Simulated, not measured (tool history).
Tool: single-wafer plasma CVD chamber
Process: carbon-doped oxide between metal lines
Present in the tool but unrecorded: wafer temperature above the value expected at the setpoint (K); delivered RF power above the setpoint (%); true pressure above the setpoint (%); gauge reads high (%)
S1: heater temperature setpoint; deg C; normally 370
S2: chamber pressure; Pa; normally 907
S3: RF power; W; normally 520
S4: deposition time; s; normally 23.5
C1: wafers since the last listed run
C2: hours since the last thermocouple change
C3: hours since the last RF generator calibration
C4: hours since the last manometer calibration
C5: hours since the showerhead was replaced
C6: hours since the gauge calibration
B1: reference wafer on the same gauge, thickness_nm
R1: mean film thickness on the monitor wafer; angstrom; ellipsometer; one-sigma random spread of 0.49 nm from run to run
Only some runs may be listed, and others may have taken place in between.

run,hour,S1,S2,S3,S4,C1,C2,C3,C4,C5,C6,B1,R1
1,0.0,370,907,470,23.5,0,285.1,161.2,1560.9,5037.5,119.0,112.955,1093.24
2,93.1,370,907,520,23.5,2143,378.2,254.3,1654.0,5130.6,212.1,112.947,1146.74
3,187.8,370,1029,520,23.5,2179,472.9,349.0,1748.7,5225.3,306.8,112.888,1164.83
4,235.8,370,907,520,23.5,1104,520.9,397.0,1796.7,5273.3,354.8,113.133,1158.43
5,304.4,370,907,520,23.5,1579,589.5,465.6,1865.3,5341.9,423.4,112.913,1154.15
6,358.0,370,907,520,23.5,1233,643.1,519.2,1918.9,5395.5,477.0,113.126,1150.78
7,456.6,370,907,520,23.5,2269,741.7,617.8,2017.5,5494.1,575.6,113.058,1147.36
# hour 476.0: capacitance manometer re-zeroed and calibrated
8,503.5,370,907,520,23.5,895,788.6,664.7,27.5,5541.0,622.5,113.069,1146.54
# hour 514.1: gauge calibrated
9,573.2,370,756,560,21.7,1604,858.3,734.4,97.2,5610.7,59.1,112.989,1082.43
10,674.6,362,759,520,19.4,2334,959.7,835.8,198.6,5712.1,160.5,113.056,949.92
11,722.2,370,907,455,26.6,1095,1007.3,883.4,246.2,5759.7,208.1,112.973,1195.62
12,819.8,357,907,520,23.5,2246,1104.9,981.0,343.8,5857.3,305.7,112.992,1180.80
# hour 847.5: thermocouple changed; heater temperature recalibrated
# hour 892.5: RF generator calibrated
# hour 895.7: showerhead replaced
13,912.6,370,907,520,23.5,1695,65.1,20.1,436.6,16.9,398.5,113.068,1170.62
14,997.8,381,808,520,26.8,1961,150.3,105.3,521.8,102.1,483.7,112.877,1263.01
15,1037.0,370,907,520,23.5,902,189.5,144.5,561.0,141.3,522.9,112.921,1164.69
16,1119.5,370,804,520,23.5,1899,272.0,227.0,643.5,223.8,605.4,112.942,1141.95
17,1160.7,370,907,470,23.5,948,313.2,268.2,684.7,265.0,646.6,113.017,1094.65

Describe how what the log doesn't record of the tool's condition differs between the last listed run preceding each entry between runs and the first listed run following it.
Runs 7 to 8: capacitance manometer re-zeroed and calibrated (hour 476.0)
  wafer temperature above the value expected at the setpoint (K): 4.3 -> 4.55
  measured value less the no-hidden-state value, R1: -11.21 -> -11.86 angstrom
Runs 8 to 9: gauge calibrated (hour 514.1)
  wafer temperature above the value expected at the setpoint (K): 4.55 -> 4.93
  measured value less the no-hidden-state value, R1: -11.86 -> -12.13 angstrom
Runs 12 to 13: thermocouple changed; heater temperature recalibrated (hour 847.5); RF generator calibrated (hour 892.5); showerhead replaced (hour 895.7)
  wafer temperature above the value expected at the setpoint (K): 6.27 -> -0.549
  measured value less the no-hidden-state value, R1: -19.71 -> +1.58 angstrom
